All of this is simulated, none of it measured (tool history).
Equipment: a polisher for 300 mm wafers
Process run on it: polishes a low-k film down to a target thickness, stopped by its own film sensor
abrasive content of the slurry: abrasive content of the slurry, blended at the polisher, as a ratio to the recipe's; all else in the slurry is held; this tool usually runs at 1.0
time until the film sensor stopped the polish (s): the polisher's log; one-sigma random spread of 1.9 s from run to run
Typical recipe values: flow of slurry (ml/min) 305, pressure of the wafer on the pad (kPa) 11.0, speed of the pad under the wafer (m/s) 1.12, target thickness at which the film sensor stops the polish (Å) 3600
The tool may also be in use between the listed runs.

run	hour	flow of slurry (ml/min)	pressure of the wafer on the pad (kPa)	speed of the pad under the wafer (m/s)	abrasive content of the slurry	target thickness at which the film sensor stops the polish (Å)	incoming thickness of the incoming film, nm	time until the film sensor stopped the polish (s)
1	0.0	305	11.0	1.12	1.0	3600	399.2	116.4
# hour 15.0: worn pad replaced by a new one
2	15.5	305	11.0	1.12	1.0	3600	399.9	125.0
3	22.0	305	11.0	1.32	1.0	3600	400.4	108.8
4	32.2	305	9.0	1.12	1.0	3670	392.8	96.6
5	42.1	305	13.8	1.12	0.8	3600	403.2	128.7
6	48.2	305	11.0	1.36	1.0	3600	395.6	95.0
7	61.9	200	11.0	0.74	1.0	3720	403.7	141.0
8	77.2	305	11.0	1.38	1.0	3600	401.1	114.4
9	92.4	305	11.0	1.12	1.0	3490	404.8	175.6
10	98.5	305	11.0	1.12	1.0	3600	403.8	141.7
11	109.5	305	11.0	1.34	1.0	3600	404.7	129.4
# hour 115.8: worn pad replaced by a new one
# hour 126.0: slurry nozzle cleaned
# hour 133.2: head pressure recalibrated
12	150.2	305	11.0	1.50	1.0	3600	392.2	84.7

For run 13, what comes out?
13	162.5	305	11.0	1.12	1.0	3600	401.0	?

Run 13 came out at time until the film sensor stopped the polish (s) 130.2.
On a tool with no hidden condition, and with the same random variation, this run would have come out at time until the film sensor stopped the polish (s) 114.1.

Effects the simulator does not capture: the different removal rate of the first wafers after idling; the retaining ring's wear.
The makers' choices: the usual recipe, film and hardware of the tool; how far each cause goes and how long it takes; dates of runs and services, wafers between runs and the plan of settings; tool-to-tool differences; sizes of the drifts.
